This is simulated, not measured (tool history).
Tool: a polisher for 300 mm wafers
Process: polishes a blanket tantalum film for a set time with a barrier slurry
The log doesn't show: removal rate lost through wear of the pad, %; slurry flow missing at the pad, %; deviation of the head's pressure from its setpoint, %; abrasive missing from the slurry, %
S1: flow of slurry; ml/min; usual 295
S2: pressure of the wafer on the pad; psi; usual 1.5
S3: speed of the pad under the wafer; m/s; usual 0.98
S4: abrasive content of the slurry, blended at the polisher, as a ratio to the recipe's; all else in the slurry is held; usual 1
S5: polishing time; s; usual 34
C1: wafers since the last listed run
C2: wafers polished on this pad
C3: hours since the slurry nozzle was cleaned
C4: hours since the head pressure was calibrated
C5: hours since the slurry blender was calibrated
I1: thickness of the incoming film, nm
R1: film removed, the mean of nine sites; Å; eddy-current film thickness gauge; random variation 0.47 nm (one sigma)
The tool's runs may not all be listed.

| run | hour | S1 | S2 | S3 | S4 | S5 | C1 | C2 | C3 | C4 | C5 | I1 | R1 |
|---|---|---|---|---|---|---|---|---|---|---|---|---|---|
| 1 | 0 | 295 | 1.5 | 0.98 | 1 | 34 | 0 | 375 | 402.3 | 599.8 | 443.6 | 462.2 | 376 |
|  | 45.9 | slurry blender recalibrated |
| 2 | 58.6 | 295 | 1.5 | 0.98 | 1 | 34 | 312 | 688 | 460.9 | 658.4 | 12.7 | 471.1 | 381 |
| 3 | 86.2 | 295 | 1.6 | 0.98 | 1 | 34 | 152 | 840 | 488.5 | 686 | 40.3 | 464.7 | 396 |
| 4 | 136.5 | 295 | 1.6 | 0.98 | 1 | 34 | 278 | 1118 | 538.8 | 736.3 | 90.6 | 470.8 | 394 |
|  | 166.2 | worn pad replaced by a new one |
| 5 | 195.8 | 295 | 1.5 | 0.98 | 0.9 | 34 | 305 | 163 | 598.1 | 795.6 | 149.9 | 473 | 368 |
| 6 | 345.8 | 295 | 1.5 | 0.98 | 0.9 | 34 | 829 | 992 | 748.1 | 945.6 | 299.9 | 472 | 361 |
| 7 | 378.6 | 295 | 1.5 | 0.98 | 1 | 34 | 181 | 1173 | 780.9 | 978.4 | 332.7 | 461.2 | 363 |
| 8 | 411 | 295 | 1.5 | 0.98 | 1 | 34 | 179 | 1352 | 813.3 | 1010.8 | 365.1 | 474.1 | 363 |
|  | 442.5 | worn pad replaced by a new one |
| 9 | 449.1 | 295 | 1.5 | 0.98 | 0.85 | 34 | 188 | 36 | 851.4 | 1048.9 | 403.2 | 468.4 | 323 |
|  | 484 | slurry blender recalibrated |
| 10 | 513 | 295 | 1.5 | 0.98 | 0.85 | 34 | 342 | 378 | 915.3 | 1112.8 | 29 | 472.1 | 324 |
|  | 547 | slurry nozzle cleaned |
| 11 | 573.6 | 295 | 1.5 | 0.98 | 0.85 | 34 | 329 | 708 | 26.6 | 1173.4 | 89.6 | 465.2 | 316 |
| 12 | 621 | 340 | 1.5 | 0.98 | 1 | 34 | 262 | 970 | 74 | 1220.8 | 137 | 479.4 | 348 |
| 13 | 647.2 | 295 | 1.5 | 0.98 | 0.85 | 34 | 144 | 1114 | 100.2 | 1247 | 163.2 | 469.5 | 313 |
| 14 | 712.7 | 295 | 1.5 | 0.98 | 1 | 34 | 362 | 1477 | 165.7 | 1312.5 | 228.7 | 471.8 | 318 |
|  | 737.7 | worn pad replaced by a new one, repeated, since the last time left the tool worse |
| 15 | 784.2 | 295 | 1.5 | 0.82 | 1 | 30 | 373 | 257 | 237.2 | 1384 | 300.2 | 474.7 | 281 |
| 16 | 854.9 | 240 | 1.5 | 0.98 | 1 | 37 | 390 | 647 | 307.9 | 1454.7 | 370.9 | 462 | 401 |
| 17 | 916.9 | 370 | 1 | 0.8 | 1 | 42 | 342 | 990 | 369.9 | 1516.7 | 432.9 | 472.8 | 256 |
|  | 921.9 | head pressure recalibrated |
|  | 974.2 | slurry blender recalibrated |
| 18 | 974.7 | 295 | 1.9 | 0.98 | 0.7 | 34 | 297 | 1287 | 427.7 | 52.8 | 0.5 | 472.6 | 385 |
| 19 | 1007 | 215 | 1.5 | 0.98 | 0.75 | 25 | 178 | 1466 | 460 | 85.1 | 32.8 | 468.9 | 220 |
|  | 1013 | worn pad replaced by a new one |
| 20 | 1051.2 | 295 | 1.5 | 0.78 | 1 | 34 | 222 | 211 | 504.2 | 129.3 | 77 | 469.3 | 307 |

Run 21 comes next. What will it give?
| 21 | 1088.6 | 295 | 1.7 | 0.98 | 1.2 | 38 | 206 | 418 | 541.6 | 166.7 | 114.4 | 478 | ? |

R1: 526 Å
Without the tool's hidden state the same run would have given R1 529 Å.
